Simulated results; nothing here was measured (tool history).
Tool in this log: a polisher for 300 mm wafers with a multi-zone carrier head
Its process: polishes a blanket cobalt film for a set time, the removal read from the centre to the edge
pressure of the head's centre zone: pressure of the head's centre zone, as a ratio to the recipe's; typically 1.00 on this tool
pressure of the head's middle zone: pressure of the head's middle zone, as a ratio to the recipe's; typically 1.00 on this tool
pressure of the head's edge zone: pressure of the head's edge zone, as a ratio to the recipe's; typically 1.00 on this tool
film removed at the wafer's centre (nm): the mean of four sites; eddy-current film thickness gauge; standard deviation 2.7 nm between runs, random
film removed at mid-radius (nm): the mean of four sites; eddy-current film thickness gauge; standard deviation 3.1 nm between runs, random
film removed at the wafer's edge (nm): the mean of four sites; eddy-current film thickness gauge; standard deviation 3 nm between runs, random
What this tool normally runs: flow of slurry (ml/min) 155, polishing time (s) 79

| run | day | flow of slurry (ml/min) | pressure of the head's centre zone | pressure of the head's middle zone | pressure of the head's edge zone | polishing time (s) | wafers since the last listed run | wafers polished on this pad | hours since the slurry nozzle was cleaned | hours since the centre zone pressure was calibrated | hours since the edge zone pressure was calibrated | hours since the carrier head's membrane was replaced | incoming thickness of the incoming film, nm | film removed at the wafer's centre (nm) | film removed at mid-radius (nm) | film removed at the wafer's edge (nm) |
|---|---|---|---|---|---|---|---|---|---|---|---|---|---|---|---|---|
| 1 | 0.000 | 155 | 1.00 | 1.00 | 1.00 | 79 | 0 | 1811 | 675.0 | 909.6 | 139.1 | 2032.3 | 1532.7 | 231.5 | 230.6 | 237.7 |
| 2 | 1.046 | 155 | 1.00 | 1.06 | 1.00 | 79 | 274 | 2085 | 700.1 | 934.7 | 164.2 | 2057.4 | 1521.8 | 228.2 | 238.6 | 236.0 |
| 3 | 1.983 | 155 | 1.00 | 1.00 | 1.07 | 88 | 245 | 2331 | 722.6 | 957.2 | 186.7 | 2079.9 | 1518.5 | 247.1 | 247.2 | 274.4 |
|  | 2.892 | worn pad replaced by a new one |
| 4 | 2.912 | 155 | 1.00 | 1.00 | 1.00 | 79 | 199 | 5 | 744.9 | 979.5 | 209.0 | 2102.2 | 1548.3 | 242.1 | 243.7 | 251.4 |
| 5 | 3.542 | 155 | 1.00 | 1.00 | 1.00 | 79 | 164 | 170 | 760.0 | 994.6 | 224.1 | 2117.3 | 1541.3 | 238.6 | 238.0 | 247.9 |
|  | 3.775 | carrier head's membrane replaced by a new one |
| 6 | 5.375 | 155 | 1.00 | 1.07 | 1.11 | 79 | 426 | 596 | 804.0 | 1038.6 | 268.1 | 38.4 | 1524.7 | 233.7 | 243.4 | 256.8 |
|  | 6.212 | slurry nozzle cleaned |
| 7 | 6.350 | 115 | 1.00 | 1.00 | 1.00 | 64 | 244 | 841 | 3.3 | 1062.0 | 291.5 | 61.8 | 1565.5 | 195.7 | 193.4 | 198.7 |
| 8 | 7.350 | 155 | 0.91 | 0.91 | 1.00 | 79 | 262 | 1103 | 27.3 | 1086.0 | 315.5 | 85.8 | 1515.8 | 231.5 | 236.3 | 259.7 |
| 9 | 8.346 | 155 | 1.00 | 1.10 | 0.92 | 79 | 261 | 1364 | 51.2 | 1109.9 | 339.4 | 109.7 | 1548.2 | 254.1 | 272.6 | 245.3 |
| 10 | 9.208 | 155 | 0.95 | 0.90 | 1.00 | 65 | 226 | 1591 | 71.9 | 1130.6 | 360.1 | 130.4 | 1539.7 | 197.9 | 186.5 | 207.6 |
| 11 | 10.208 | 155 | 1.00 | 0.89 | 1.04 | 79 | 262 | 1853 | 95.9 | 1154.6 | 384.1 | 154.4 | 1536.9 | 253.8 | 226.4 | 257.9 |
| 12 | 11.417 | 155 | 1.00 | 1.00 | 0.91 | 107 | 316 | 2170 | 124.9 | 1183.6 | 413.1 | 183.4 | 1519.3 | 333.1 | 325.8 | 320.4 |
|  | 11.733 | worn pad replaced by a new one |
| 13 | 12.904 | 115 | 1.00 | 0.93 | 1.08 | 101 | 346 | 306 | 160.6 | 1219.3 | 448.8 | 219.1 | 1528.3 | 301.2 | 282.7 | 329.0 |
|  | 13.771 | centre zone pressure recalibrated |
| 14 | 13.858 | 105 | 1.00 | 0.92 | 1.00 | 102 | 228 | 534 | 183.5 | 2.1 | 471.7 | 242.0 | 1562.7 | 289.8 | 274.5 | 309.6 |
|  | 14.000 | edge zone pressure recalibrated |
| 15 | 15.258 | 155 | 1.00 | 1.00 | 1.00 | 79 | 345 | 880 | 217.1 | 35.7 | 30.2 | 275.6 | 1561.0 | 251.5 | 244.3 | 258.2 |
| 16 | 16.733 | 155 | 1.05 | 1.00 | 1.00 | 60 | 386 | 1266 | 252.5 | 71.1 | 65.6 | 311.0 | 1548.5 | 196.9 | 182.8 | 194.1 |
| 17 | 17.575 | 130 | 1.00 | 1.00 | 1.12 | 79 | 220 | 1487 | 272.7 | 91.3 | 85.8 | 331.2 | 1531.8 | 236.4 | 229.0 | 255.7 |
| 18 | 19.050 | 155 | 1.00 | 1.09 | 1.00 | 79 | 386 | 1874 | 308.1 | 126.7 | 121.2 | 366.6 | 1519.3 | 241.8 | 254.3 | 245.4 |
|  | 20.204 | worn pad replaced by a new one |
| 19 | 20.225 | 155 | 1.00 | 0.95 | 1.00 | 79 | 264 | 4 | 336.3 | 154.9 | 149.4 | 394.8 | 1546.2 | 254.3 | 246.4 | 262.4 |
| 20 | 21.162 | 185 | 0.96 | 1.10 | 0.94 | 79 | 245 | 250 | 358.8 | 177.4 | 171.9 | 417.3 | 1521.2 | 261.3 | 280.7 | 257.2 |
| 21 | 22.088 | 155 | 1.00 | 1.00 | 1.09 | 91 | 242 | 493 | 381.0 | 199.6 | 194.1 | 439.5 | 1523.1 | 291.5 | 286.8 | 310.4 |
| 22 | 23.112 | 105 | 1.00 | 0.92 | 1.00 | 102 | 268 | 762 | 405.6 | 224.2 | 218.7 | 464.1 | 1565.2 | 277.0 | 268.6 | 305.7 |
| 23 | 24.600 | 190 | 1.00 | 1.00 | 1.00 | 79 | 389 | 1151 | 441.3 | 259.9 | 254.4 | 499.8 | 1555.2 | 254.8 | 246.6 | 259.0 |

What would each run have given without the hidden state, its run-to-run variation left as it was?
Hidden conditions of the tool in this case: removal rate lost through wear of the pad, %; slurry flow missing at the pad, %; deviation of the centre zone's pressure from its setpoint, %; deviation of the edge zone's pressure from its setpoint, %.
| run | film removed at the wafer's centre (nm) | film removed at mid-radius (nm) | film removed at the wafer's edge (nm) |
|---|---|---|---|
| 1 | 274.4 | 269.8 | 270.7 |
| 2 | 274.5 | 283.0 | 272.2 |
| 3 | 301.2 | 297.1 | 320.0 |
| 4 | 273.5 | 271.2 | 271.2 |
| 5 | 271.9 | 267.0 | 269.3 |
| 6 | 273.4 | 280.0 | 285.1 |
| 7 | 204.9 | 202.1 | 206.9 |
| 8 | 244.1 | 248.8 | 272.6 |
| 9 | 271.0 | 290.2 | 260.2 |
| 10 | 213.1 | 200.5 | 222.1 |
| 11 | 276.4 | 246.0 | 278.9 |
| 12 | 368.1 | 358.9 | 350.9 |
| 13 | 321.3 | 300.0 | 345.4 |
| 14 | 314.4 | 295.9 | 329.2 |
| 15 | 272.7 | 263.8 | 276.3 |
| 16 | 217.2 | 200.8 | 211.0 |
| 17 | 265.9 | 255.9 | 281.8 |
| 18 | 274.4 | 287.0 | 273.6 |
| 19 | 268.5 | 258.6 | 271.8 |
| 20 | 276.4 | 295.4 | 267.7 |
| 21 | 314.8 | 307.5 | 328.0 |
| 22 | 313.5 | 299.8 | 331.7 |
| 23 | 280.0 | 269.3 | 279.2 |

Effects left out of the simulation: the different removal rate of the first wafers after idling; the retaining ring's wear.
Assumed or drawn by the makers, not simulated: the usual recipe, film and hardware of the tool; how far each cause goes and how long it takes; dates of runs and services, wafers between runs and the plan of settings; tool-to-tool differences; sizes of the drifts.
